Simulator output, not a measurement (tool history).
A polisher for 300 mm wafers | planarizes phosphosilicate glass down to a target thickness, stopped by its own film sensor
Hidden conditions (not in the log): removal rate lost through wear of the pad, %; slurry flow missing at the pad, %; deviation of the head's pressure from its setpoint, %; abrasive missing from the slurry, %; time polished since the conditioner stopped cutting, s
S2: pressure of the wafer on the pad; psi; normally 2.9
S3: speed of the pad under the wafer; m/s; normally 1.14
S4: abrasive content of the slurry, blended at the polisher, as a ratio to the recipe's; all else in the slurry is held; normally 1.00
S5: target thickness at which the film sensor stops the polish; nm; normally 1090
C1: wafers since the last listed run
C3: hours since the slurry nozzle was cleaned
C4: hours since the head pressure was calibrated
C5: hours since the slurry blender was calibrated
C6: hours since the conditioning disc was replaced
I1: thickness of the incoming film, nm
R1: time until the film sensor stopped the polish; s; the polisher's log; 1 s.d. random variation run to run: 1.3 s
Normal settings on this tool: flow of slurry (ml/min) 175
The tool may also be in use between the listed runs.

{"run": 1, "hour": 0.0, "flow of slurry (ml/min)": 175, "S2": 2.9, "S3": 1.0, "S4": 1.0, "S5": 1090, "C1": 0, "wafers polished on this pad": 496, "C3": 429.1, "C4": 615.4, "C5": 114.7, "C6": 285.7, "I1": 1993.5, "R1": 153.0}
{"run": 2, "hour": 29.0, "flow of slurry (ml/min)": 175, "S2": 2.9, "S3": 1.14, "S4": 0.9, "S5": 1090, "C1": 270, "wafers polished on this pad": 767, "C3": 458.1, "C4": 644.4, "C5": 143.7, "C6": 314.7, "I1": 2015.6, "R1": 154.1}
{"hour": 82.1, "done": "slurry blender recalibrated"}
{"run": 3, "hour": 90.0, "flow of slurry (ml/min)": 175, "S2": 2.9, "S3": 1.14, "S4": 0.9, "S5": 1090, "C1": 550, "wafers polished on this pad": 1318, "C3": 519.1, "C4": 705.4, "C5": 7.9, "C6": 375.7, "I1": 2030.4, "R1": 161.8}
{"hour": 99.3, "done": "conditioning disc replaced and pad reconditioned"}
{"run": 4, "hour": 103.0, "flow of slurry (ml/min)": 175, "S2": 2.9, "S3": 0.92, "S4": 1.0, "S5": 1090, "C1": 102, "wafers polished on this pad": 1420, "C3": 532.1, "C4": 718.4, "C5": 20.9, "C6": 3.7, "I1": 2028.8, "R1": 172.9}
{"hour": 115.2, "done": "head pressure recalibrated"}
{"run": 5, "hour": 117.3, "flow of slurry (ml/min)": 175, "S2": 2.9, "S3": 0.78, "S4": 1.0, "S5": 1090, "C1": 114, "wafers polished on this pad": 1535, "C3": 546.4, "C4": 2.1, "C5": 35.2, "C6": 18.0, "I1": 2001.9, "R1": 190.3}
{"run": 6, "hour": 138.0, "flow of slurry (ml/min)": 175, "S2": 2.9, "S3": 1.0, "S4": 1.0, "S5": 1090, "C1": 193, "wafers polished on this pad": 1728, "C3": 567.1, "C4": 22.8, "C5": 55.9, "C6": 38.7, "I1": 2011.9, "R1": 160.5}
{"hour": 148.0, "done": "worn pad replaced by a new one"}
{"run": 7, "hour": 153.1, "flow of slurry (ml/min)": 175, "S2": 2.9, "S3": 1.48, "S4": 1.0, "S5": 1090, "C1": 103, "wafers polished on this pad": 47, "C3": 582.2, "C4": 37.9, "C5": 71.0, "C6": 53.8, "I1": 2029.2, "R1": 102.5}
{"run": 8, "hour": 171.9, "flow of slurry (ml/min)": 130, "S2": 3.4, "S3": 1.14, "S4": 1.0, "S5": 1090, "C1": 175, "wafers polished on this pad": 223, "C3": 601.0, "C4": 56.7, "C5": 89.8, "C6": 72.6, "I1": 2016.2, "R1": 117.6}
{"run": 9, "hour": 197.1, "flow of slurry (ml/min)": 175, "S2": 2.9, "S3": 1.14, "S4": 1.0, "S5": 1090, "C1": 235, "wafers polished on this pad": 458, "C3": 626.2, "C4": 81.9, "C5": 115.0, "C6": 97.8, "I1": 2007.3, "R1": 134.1}
{"run": 10, "hour": 220.4, "flow of slurry (ml/min)": 160, "S2": 2.1, "S3": 1.48, "S4": 1.15, "S5": 1090, "C1": 217, "wafers polished on this pad": 676, "C3": 649.5, "C4": 105.2, "C5": 138.3, "C6": 121.1, "I1": 2029.8, "R1": 153.3}
{"run": 11, "hour": 243.9, "flow of slurry (ml/min)": 175, "S2": 2.2, "S3": 1.14, "S4": 1.0, "S5": 1368, "C1": 219, "wafers polished on this pad": 895, "C3": 673.0, "C4": 128.7, "C5": 161.8, "C6": 144.6, "I1": 2005.6, "R1": 126.7}
{"run": 12, "hour": 267.9, "flow of slurry (ml/min)": 120, "S2": 2.9, "S3": 1.14, "S4": 1.0, "S5": 1090, "C1": 224, "wafers polished on this pad": 1119, "C3": 697.0, "C4": 152.7, "C5": 185.8, "C6": 168.6, "I1": 2012.6, "R1": 153.0}
{"run": 13, "hour": 295.2, "flow of slurry (ml/min)": 175, "S2": 3.3, "S3": 1.14, "S4": 1.0, "S5": 1278, "C1": 254, "wafers polished on this pad": 1374, "C3": 724.3, "C4": 180.0, "C5": 213.1, "C6": 195.9, "I1": 2024.1, "R1": 102.1}
{"run": 14, "hour": 311.2, "flow of slurry (ml/min)": 155, "S2": 2.4, "S3": 1.14, "S4": 1.15, "S5": 1090, "C1": 149, "wafers polished on this pad": 1523, "C3": 740.3, "C4": 196.0, "C5": 229.1, "C6": 211.9, "I1": 2022.8, "R1": 170.1}
{"hour": 319.5, "done": "slurry blender recalibrated"}
{"run": 15, "hour": 336.3, "flow of slurry (ml/min)": 175, "S2": 3.3, "S3": 1.14, "S4": 1.0, "S5": 1090, "C1": 215, "wafers polished on this pad": 1739, "C3": 765.4, "C4": 221.1, "C5": 16.8, "C6": 237.0, "I1": 2013.8, "R1": 129.1}
{"hour": 351.2, "done": "slurry nozzle cleaned"}
{"hour": 356.7, "done": "worn pad replaced by a new one"}
{"run": 16, "hour": 371.7, "flow of slurry (ml/min)": 175, "S2": 3.4, "S3": 1.28, "S4": 1.15, "S5": 1090, "C1": 283, "wafers polished on this pad": 140, "C3": 20.5, "C4": 256.5, "C5": 52.2, "C6": 272.4, "I1": 1988.9, "R1": 97.0}
{"run": 17, "hour": 394.8, "flow of slurry (ml/min)": 175, "S2": 3.3, "S3": 1.14, "S4": 1.0, "S5": 1090, "C1": 215, "wafers polished on this pad": 355, "C3": 43.6, "C4": 279.6, "C5": 75.3, "C6": 295.5, "I1": 2021.9, "R1": 123.9}
{"run": 18, "hour": 406.9, "flow of slurry (ml/min)": 125, "S2": 2.2, "S3": 1.3, "S4": 1.15, "S5": 1090, "C1": 112, "wafers polished on this pad": 468, "C3": 55.7, "C4": 291.7, "C5": 87.4, "C6": 307.6, "I1": 2024.4, "R1": 172.8}
{"run": 19, "hour": 436.8, "flow of slurry (ml/min)": 125, "S2": 1.9, "S3": 0.92, "S4": 0.9, "S5": 1090, "C1": 279, "wafers polished on this pad": 748, "C3": 85.6, "C4": 321.6, "C5": 117.3, "C6": 337.5, "I1": 2037.2, "R1": 289.5}
{"hour": 452.5, "done": "conditioning disc replaced and pad reconditioned"}
{"run": 20, "hour": 465.5, "flow of slurry (ml/min)": 175, "S2": 2.9, "S3": 1.14, "S4": 1.0, "S5": 1090, "C1": 249, "wafers polished on this pad": 997, "C3": 114.3, "C4": 350.3, "C5": 146.0, "C6": 13.0, "I1": 2040.7, "R1": 144.1}
{"run": 21, "hour": 508.5, "flow of slurry (ml/min)": 175, "S2": 2.9, "S3": 1.14, "S4": 1.0, "S5": 1090, "C1": 401, "wafers polished on this pad": 1398, "C3": 157.3, "C4": 393.3, "C5": 189.0, "C6": 56.0, "I1": 2062.9, "R1": 150.4}
{"run": 22, "hour": 532.9, "flow of slurry (ml/min)": 175, "S2": 2.9, "S3": 1.14, "S4": 1.0, "S5": 1090, "C1": 227, "wafers polished on this pad": 1626, "C3": 181.7, "C4": 417.7, "C5": 213.4, "C6": 80.4, "I1": 2010.5, "R1": 142.7}
{"hour": 535.5, "done": "slurry blender recalibrated"}
{"run": 23, "hour": 554.2, "flow of slurry (ml/min)": 175, "S2": 2.9, "S3": 1.14, "S4": 1.0, "S5": 816, "C1": 180, "wafers polished on this pad": 1806, "C3": 203.0, "C4": 439.0, "C5": 18.7, "C6": 101.7, "I1": 2054.3, "R1": 194.0}
{"run": 24, "hour": 568.0, "flow of slurry (ml/min)": 155, "S2": 2.9, "S3": 1.14, "S4": 1.2, "S5": 1356, "C1": 128, "wafers polished on this pad": 1935, "C3": 216.8, "C4": 452.8, "C5": 32.5, "C6": 115.5, "I1": 2037.4, "R1": 103.4}
{"hour": 582.9, "done": "worn pad replaced by a new one"}
{"run": 25, "hour": 597.4, "flow of slurry (ml/min)": 175, "S2": 2.9, "S3": 1.14, "S4": 1.2, "S5": 1090, "C1": 237, "wafers polished on this pad": 135, "C3": 246.2, "C4": 482.2, "C5": 61.9, "C6": 144.9, "I1": 2028.7, "R1": 122.1}
{"run": 26, "hour": 628.9, "flow of slurry (ml/min)": 175, "S2": 2.9, "S3": 1.22, "S4": 1.0, "S5": 1090, "C1": 294, "wafers polished on this pad": 429, "C3": 277.7, "C4": 513.7, "C5": 93.4, "C6": 176.4, "I1": 1990.4, "R1": 124.9}

Consider 3 possible next runs. They are alternatives, not a sequence: every one starts from the tool as it was left by run 26. What does each give?
{"run": "A", "hour": 629.4, "flow of slurry (ml/min)": 175, "S2": 2.9, "S3": 1.14, "S4": 1.0, "S5": 1090, "C1": 4, "wafers polished on this pad": 434, "C3": 278.2, "C4": 514.2, "C5": 93.9, "C6": 176.9, "I1": 2003.2, "R1": "?"}
{"run": "B", "hour": 629.4, "flow of slurry (ml/min)": 175, "S2": 2.2, "S3": 1.38, "S4": 1.25, "S5": 1090, "C1": 4, "wafers polished on this pad": 434, "C3": 278.2, "C4": 514.2, "C5": 93.9, "C6": 176.9, "I1": 2003.2, "R1": "?"}
{"run": "C", "hour": 629.4, "flow of slurry (ml/min)": 200, "S2": 2.9, "S3": 1.14, "S4": 0.85, "S5": 1090, "C1": 4, "wafers polished on this pad": 434, "C3": 278.2, "C4": 514.2, "C5": 93.9, "C6": 176.9, "I1": 2003.2, "R1": "?"}

run=A R1=133.7
run=B R1=139.0
run=C R1=139.5
With no hidden state in the tool, these same runs would have given:
run=A R1=120.1
run=B R1=125.2
run=C R1=125.4

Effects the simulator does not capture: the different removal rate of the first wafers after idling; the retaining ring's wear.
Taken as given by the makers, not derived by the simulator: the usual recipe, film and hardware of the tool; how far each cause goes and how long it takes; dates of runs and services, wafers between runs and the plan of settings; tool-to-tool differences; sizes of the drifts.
